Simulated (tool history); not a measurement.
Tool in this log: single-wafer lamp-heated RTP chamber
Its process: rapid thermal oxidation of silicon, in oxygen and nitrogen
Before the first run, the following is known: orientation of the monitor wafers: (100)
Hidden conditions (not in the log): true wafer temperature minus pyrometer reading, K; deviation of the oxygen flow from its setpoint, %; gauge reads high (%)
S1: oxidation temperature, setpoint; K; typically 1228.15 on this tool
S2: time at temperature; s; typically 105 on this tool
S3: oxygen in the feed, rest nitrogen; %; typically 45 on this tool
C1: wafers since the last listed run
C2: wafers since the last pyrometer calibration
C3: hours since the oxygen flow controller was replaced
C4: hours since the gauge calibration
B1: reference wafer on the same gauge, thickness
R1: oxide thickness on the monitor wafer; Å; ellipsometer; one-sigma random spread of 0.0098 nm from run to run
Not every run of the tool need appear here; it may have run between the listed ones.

run,hour,S1,S2,S3,C1,C2,C3,C4,B1,R1
1,0,1228.15,105,45,0,5356,4093,64.2,4.431,41.38
2,25.5,1228.15,105,45,252,5608,4118.5,89.7,4.429,41.36
3,55.4,1228.15,105,45,295,5903,4148.4,119.6,4.431,41.41
4,73.6,1228.15,105,45,179,6083,4166.6,137.8,4.43,41.6
5,95.5,1228.15,105,45,216,6299,4188.5,159.7,4.43,41.57
6,123.9,1228.15,105,45,280,6580,4216.9,188.1,4.43,41.59
7,154.8,1236.15,105,45,305,6886,4247.8,219,4.43,44.03
8,184.7,1236.15,105,45,295,7181,4277.7,248.9,4.431,44.43
9,197.6,1236.15,105,45,127,7308,4290.6,261.8,4.434,44.41
# hour 238.3: pyrometer window cleaned and pyrometer calibrated
# hour 248.4: gauge calibrated
10,265.2,1228.15,105,45,589,265,4358.2,16.8,4.432,40.13
11,283.2,1253.15,105,45,177,443,4376.2,34.8,4.427,48.04
12,316.8,1200.15,82,70,332,775,4409.8,68.4,4.433,34.52
13,337.5,1228.15,105,54,204,980,4430.5,89.1,4.431,42.76
14,350.5,1228.15,105,45,128,1108,4443.5,102.1,4.431,40.18
# hour 383.5: oxygen flow controller replaced
15,384,1208.15,129,45,252,1360,0.5,135.6,4.43,38.14
16,416.4,1228.15,105,45,320,1680,32.9,168,4.431,40.43
17,445.6,1228.15,105,45,288,1969,62.1,197.2,4.429,40.34
18,472.5,1205.15,105,45,265,2235,89,224.1,4.43,34.66
19,526.5,1228.15,105,71,533,2768,143,278.1,4.429,46.77
20,540.8,1228.15,84,45,141,2910,157.3,292.4,4.434,37.2

How the hidden state differs across the entries between the runs, from the last listed run before each to the first after it:
Run 9 -> run 10: pyrometer window cleaned and pyrometer calibrated (hour 238.3); gauge calibrated (hour 248.4)
  true wafer temperature minus pyrometer reading, K: 6.42 -> 0.319
  measured result minus the result with no hidden state, R1: +1.96 -> +0.09 Å
Run 14 -> run 15: oxygen flow controller replaced (hour 383.5)
  true wafer temperature minus pyrometer reading, K: 0.443 -> 0.532
  measured result minus the result with no hidden state, R1: +0.12 -> +0.14 Å
